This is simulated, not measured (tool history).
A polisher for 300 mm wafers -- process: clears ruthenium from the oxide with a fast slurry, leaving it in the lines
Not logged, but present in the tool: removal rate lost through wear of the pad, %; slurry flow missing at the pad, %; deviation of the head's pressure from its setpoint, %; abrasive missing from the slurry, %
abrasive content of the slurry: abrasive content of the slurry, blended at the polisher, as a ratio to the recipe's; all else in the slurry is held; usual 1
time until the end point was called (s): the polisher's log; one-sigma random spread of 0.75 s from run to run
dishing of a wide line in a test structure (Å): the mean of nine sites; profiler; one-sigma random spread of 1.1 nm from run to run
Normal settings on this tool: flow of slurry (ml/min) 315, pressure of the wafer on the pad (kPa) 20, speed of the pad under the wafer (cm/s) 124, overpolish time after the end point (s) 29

run,hour,flow of slurry (ml/min),pressure of the wafer on the pad (kPa),speed of the pad under the wafer (cm/s),abrasive content of the slurry,overpolish time after the end point (s),wafers since the last listed run,wafers polished on this pad,hours since the slurry nozzle was cleaned,hours since the head pressure was calibrated,hours since the slurry blender was calibrated,"incoming thickness of the incoming film, nm",time until the end point was called (s),dishing of a wide line in a test structure (Å)
1,0,315,20,124,1,29,0,934,143.6,340.3,130.7,309.3,66.6,792
2,22.1,315,20,124,1,29,119,1053,165.7,362.4,152.8,312.9,67,760
3,37.6,315,20,124,1,29,83,1137,181.2,377.9,168.3,312.8,67.3,782
4,60.9,315,20,124,1,35,125,1263,204.5,401.2,191.6,310.4,67.5,857
5,73.7,315,20,124,1,35,69,1332,217.3,414,204.4,314.1,69.3,839
6,90.3,315,20,124,1,35,89,1421,233.9,430.6,221,308.6,69.5,853
# hour 121.5: worn pad replaced by a new one
7,125,315,20,112,1,29,165,18,268.6,465.3,255.7,313.4,75.8,706
8,148.6,315,20,166,1,29,127,145,292.2,488.9,279.3,312.2,56.2,905
9,170.3,400,17.2,124,1,29,117,262,313.9,510.6,301,308.9,79.3,701
10,193.1,315,14.5,124,1,46,122,385,336.7,533.4,323.8,306.6,94.6,829
11,221.9,375,17.9,124,1.15,22,155,541,365.5,562.2,352.6,310.7,72.5,600
# hour 226.3: slurry blender recalibrated
# hour 227: head pressure recalibrated
12,234.9,315,20,102,1,24,55,597,378.5,7.9,8.6,306.6,71.4,652
# hour 237.7: slurry nozzle cleaned
13,252,315,20,124,1,29,86,683,14.3,25,25.7,310.5,62.6,829
14,274.2,315,17.2,124,1,29,119,803,36.5,47.2,47.9,310.4,70.6,734
15,301,315,20,124,1,14,144,948,63.3,74,74.7,306.3,61.5,466

Take each entry between the runs: how does the hidden state at the last listed run before it differ from the hidden state at the first listed run after it?
After run 6, before run 7: worn pad replaced by a new one (hour 121.5)
  deviation of the head's pressure from its setpoint, %: -10.1 -> -10.9
  measured less the result without the state, time until the end point was called (s): +6.6 -> +7.8; dishing of a wide line in a test structure (Å): -55 -> -55
After run 11, before run 12: slurry blender recalibrated (hour 226.3); head pressure recalibrated (hour 227)
  deviation of the head's pressure from its setpoint, %: -13.1 -> -0.019
  measured less the result without the state, time until the end point was called (s): +9 -> +0; dishing of a wide line in a test structure (Å): -63 -> +0
After run 12, before run 13: slurry nozzle cleaned (hour 237.7)
  deviation of the head's pressure from its setpoint, %: -0.019 -> -0.41
  measured less the result without the state, time until the end point was called (s): +0 -> +0.3; dishing of a wide line in a test structure (Å): +0 -> -2
